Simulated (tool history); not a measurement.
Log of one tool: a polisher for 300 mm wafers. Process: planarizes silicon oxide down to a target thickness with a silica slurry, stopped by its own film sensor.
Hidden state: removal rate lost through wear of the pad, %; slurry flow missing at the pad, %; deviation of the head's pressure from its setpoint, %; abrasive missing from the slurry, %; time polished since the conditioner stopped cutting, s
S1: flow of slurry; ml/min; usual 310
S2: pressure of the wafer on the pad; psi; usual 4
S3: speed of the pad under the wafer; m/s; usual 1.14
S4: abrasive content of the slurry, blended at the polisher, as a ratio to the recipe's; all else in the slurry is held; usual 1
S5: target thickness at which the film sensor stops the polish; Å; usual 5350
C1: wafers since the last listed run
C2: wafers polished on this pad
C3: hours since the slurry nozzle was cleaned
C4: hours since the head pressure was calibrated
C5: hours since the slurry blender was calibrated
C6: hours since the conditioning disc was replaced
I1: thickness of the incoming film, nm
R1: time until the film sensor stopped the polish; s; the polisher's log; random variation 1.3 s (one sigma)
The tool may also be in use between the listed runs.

run   hour   S1   S2    S3    S4    S5   C1    C2     C3      C4     C5     C6     I1     R1
  1      0  310    4  1.14     1  5350    0  1029  326.3    1267  169.9  440.1  860.7  108.6
  2    7.7  310    4  1.14     1  5350   74  1104    334  1274.7  177.6  447.8  855.9  108.9
  3   22.4  310    4  1.14     1  5350  143  1247  348.7  1289.4  192.3  462.5    860  111.5
  4   37.1  310    4  1.14   1.1  5350  143  1391  363.4  1304.1    207  477.2  867.9  109.8
  5   45.6  310    4  1.14     1  5350   82  1473  371.9  1312.6  215.5  485.7  856.9  113.5
      50.8  -- worn pad replaced by a new one
      57.6  -- slurry nozzle cleaned
  6     58  310    4  1.14     1  5350   72    60    0.4    1325  227.9  498.1  865.3  122.7
  7   68.4  310    4  1.14     1  5350  101   161   10.8  1335.4  238.3  508.5  853.7  119.8
  8   82.8  310    4  1.14     1  5350  140   302   25.2  1349.8  252.7  522.9  874.9  127.2
  9   96.5  310    4  1.14   1.2  5350  133   435   38.9  1363.5  266.4  536.6  874.1  121.4
 10  102.9  310    4  1.14     1  5350   62   497   45.3  1369.9  272.8    543  866.8    126
 11  109.5  310    4  1.14   1.3  4500   64   562   51.9  1376.5  279.4  549.6    877  147.8
     112.1  -- conditioning disc replaced and pad reconditioned
     118.7  -- worn pad replaced by a new one, repeated, since the last time left the tool worse
 12  120.8  240    4  1.14     1  5350   51    20   63.2  1387.8  290.7    8.7  855.2  104.8
     125.6  -- head pressure recalibrated
 13  134.7  310    4  1.14     1  5350  115   136   77.1     9.1  304.6   22.6  855.3  104.8
 14    143  310    4  1.14     1  5350   80   216   85.4    17.4  312.9   30.9  859.6  104.2
 15  151.5  310    4  1.14     1  5350   82   299   93.9    25.9  321.4   39.4  862.3  107.8
     163.4  -- slurry blender recalibrated
 16  163.9  370    4  1.36   0.9  5350  101   401  106.3    38.3    0.5   51.8  863.9   96.3
 17  170.1  355  5.4  1.14   0.9  4910   60   461  112.5    44.5    6.7     58  855.8   97.4
 18  177.7  235    4  1.52  0.75  4530   74   535  120.1    52.1   14.3   65.6  854.5  123.5
 19  191.7  310    4  1.14     1  5350  136   671  134.1    66.1   28.3   79.6  851.2  106.2
 20  203.2  260  3.6  1.34     1  5660  111   783  145.6    77.6   39.8   91.1  873.3   98.7
 21  218.2  310    4  1.14     1  5350  146   929  160.6    92.6   54.8  106.1  875.8  113.9
 22  230.2  280    4  1.44     1  4500  116  1046  172.6   104.6   66.8  118.1  853.5  113.9

Forecast run 23:
 23  245.2  310   4   1   1  5350  146  1192  187.6  119.6  81.8  133.1  846   ?

{"run 23": {"R1": 118.7}}
Without the tool's hidden state the same run would have given R1 110.7 s.
